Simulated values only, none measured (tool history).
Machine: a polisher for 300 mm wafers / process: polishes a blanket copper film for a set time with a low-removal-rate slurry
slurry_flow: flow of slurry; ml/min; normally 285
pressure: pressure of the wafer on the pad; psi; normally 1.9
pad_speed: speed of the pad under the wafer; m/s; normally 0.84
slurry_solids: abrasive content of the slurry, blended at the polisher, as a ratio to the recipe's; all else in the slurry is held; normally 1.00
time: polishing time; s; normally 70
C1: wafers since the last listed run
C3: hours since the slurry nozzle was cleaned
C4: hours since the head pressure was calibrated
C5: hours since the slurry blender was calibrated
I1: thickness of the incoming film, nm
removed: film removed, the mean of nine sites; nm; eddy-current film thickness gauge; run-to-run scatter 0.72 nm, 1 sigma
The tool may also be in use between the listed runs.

run 1 hour=0.0 | slurry_flow=285 pressure=1.9 pad_speed=0.66 slurry_solids=1.00 time=53 | C1=0 wafers_polished_on_this_pad=707 C3=68.9 C4=891.7 C5=28.5 | I1=1594.4 | removed=63.8
run 2 hour=35.9 | slurry_flow=285 pressure=1.9 pad_speed=0.66 slurry_solids=1.00 time=53 | C1=279 wafers_polished_on_this_pad=986 C3=104.8 C4=927.6 C5=64.4 | I1=1603.4 | removed=62.7
-- hour=53.7 worn pad replaced by a new one
run 3 hour=64.2 | slurry_flow=285 pressure=1.9 pad_speed=0.66 slurry_solids=1.00 time=53 | C1=189 wafers_polished_on_this_pad=81 C3=133.1 C4=955.9 C5=92.7 | I1=1561.9 | removed=67.7
run 4 hour=107.3 | slurry_flow=205 pressure=2.1 pad_speed=0.84 slurry_solids=1.00 time=70 | C1=335 wafers_polished_on_this_pad=416 C3=176.2 C4=999.0 C5=135.8 | I1=1551.5 | removed=105.8
run 5 hour=153.9 | slurry_flow=205 pressure=2.1 pad_speed=0.84 slurry_solids=1.00 time=70 | C1=362 wafers_polished_on_this_pad=779 C3=222.8 C4=1045.6 C5=182.4 | I1=1583.9 | removed=102.9
-- hour=164.4 worn pad replaced by a new one
run 6 hour=207.1 | slurry_flow=285 pressure=1.9 pad_speed=0.96 slurry_solids=1.00 time=70 | C1=382 wafers_polished_on_this_pad=331 C3=276.0 C4=1098.8 C5=235.6 | I1=1574.3 | removed=110.8
-- hour=276.8 slurry blender recalibrated
-- hour=296.8 worn pad replaced by a new one
run 7 hour=315.7 | slurry_flow=285 pressure=1.9 pad_speed=0.84 slurry_solids=1.00 time=78 | C1=798 wafers_polished_on_this_pad=146 C3=384.6 C4=1207.4 C5=38.9 | I1=1597.6 | removed=115.1
-- hour=333.9 head pressure recalibrated
-- hour=337.6 slurry nozzle cleaned
run 8 hour=357.0 | slurry_flow=205 pressure=2.1 pad_speed=0.84 slurry_solids=1.00 time=70 | C1=297 wafers_polished_on_this_pad=444 C3=19.4 C4=23.1 C5=80.2 | I1=1565.0 | removed=107.2
run 9 hour=385.5 | slurry_flow=250 pressure=1.9 pad_speed=0.84 slurry_solids=1.00 time=70 | C1=221 wafers_polished_on_this_pad=666 C3=47.9 C4=51.6 C5=108.7 | I1=1573.3 | removed=96.0
-- hour=412.2 worn pad replaced by a new one
run 10 hour=421.0 | slurry_flow=255 pressure=2.6 pad_speed=0.84 slurry_solids=1.00 time=70 | C1=245 wafers_polished_on_this_pad=68 C3=83.4 C4=87.1 C5=144.2 | I1=1558.1 | removed=139.1
run 11 hour=474.2 | slurry_flow=285 pressure=1.9 pad_speed=0.54 slurry_solids=1.00 time=70 | C1=413 wafers_polished_on_this_pad=482 C3=136.6 C4=140.3 C5=197.4 | I1=1587.0 | removed=77.1
run 12 hour=507.6 | slurry_flow=285 pressure=2.4 pad_speed=0.84 slurry_solids=1.00 time=82 | C1=259 wafers_polished_on_this_pad=742 C3=170.0 C4=173.7 C5=230.8 | I1=1549.6 | removed=144.5
-- hour=526.8 worn pad replaced by a new one
run 13 hour=561.6 | slurry_flow=215 pressure=1.9 pad_speed=0.84 slurry_solids=1.00 time=70 | C1=388 wafers_polished_on_this_pad=270 C3=224.0 C4=227.7 C5=284.8 | I1=1604.2 | removed=98.7
run 14 hour=586.9 | slurry_flow=285 pressure=1.9 pad_speed=0.94 slurry_solids=1.00 time=70 | C1=196 wafers_polished_on_this_pad=467 C3=249.3 C4=253.0 C5=310.1 | I1=1589.8 | removed=107.1
-- hour=615.8 slurry blender recalibrated
-- hour=644.1 worn pad replaced by a new one
run 15 hour=651.1 | slurry_flow=285 pressure=1.9 pad_speed=0.84 slurry_solids=1.00 time=70 | C1=452 wafers_polished_on_this_pad=54 C3=313.5 C4=317.2 C5=35.3 | I1=1593.1 | removed=101.7

5 ways to go on from here, each from the tool as it stands after run 15. What would each give?
run A hour=651.5 | slurry_flow=285 pressure=1.9 pad_speed=0.84 slurry_solids=0.80 time=70 | C1=3 wafers_polished_on_this_pad=57 C3=313.9 C4=317.6 C5=35.7 | I1=1590.8 | removed=?
run B hour=651.5 | slurry_flow=285 pressure=1.9 pad_speed=0.66 slurry_solids=1.25 time=90 | C1=3 wafers_polished_on_this_pad=57 C3=313.9 C4=317.6 C5=35.7 | I1=1590.8 | removed=?
run C hour=651.5 | slurry_flow=285 pressure=2.3 pad_speed=0.60 slurry_solids=0.90 time=79 | C1=3 wafers_polished_on_this_pad=57 C3=313.9 C4=317.6 C5=35.7 | I1=1590.8 | removed=?
run D hour=651.5 | slurry_flow=285 pressure=1.5 pad_speed=0.96 slurry_solids=1.10 time=50 | C1=3 wafers_polished_on_this_pad=57 C3=313.9 C4=317.6 C5=35.7 | I1=1590.8 | removed=?
run E hour=651.5 | slurry_flow=325 pressure=2.5 pad_speed=0.58 slurry_solids=1.00 time=70 | C1=3 wafers_polished_on_this_pad=57 C3=313.9 C4=317.6 C5=35.7 | I1=1590.8 | removed=?

run=A removed=98.5
run=B removed=119.8
run=C removed=113.1
run=D removed=64.4
run=E removed=110.4
Stripped of hidden state, with their random variation kept, the same runs would have yielded:
run=A removed=101.1
run=B removed=122.9
run=C removed=116.0
run=D removed=66.1
run=E removed=113.3
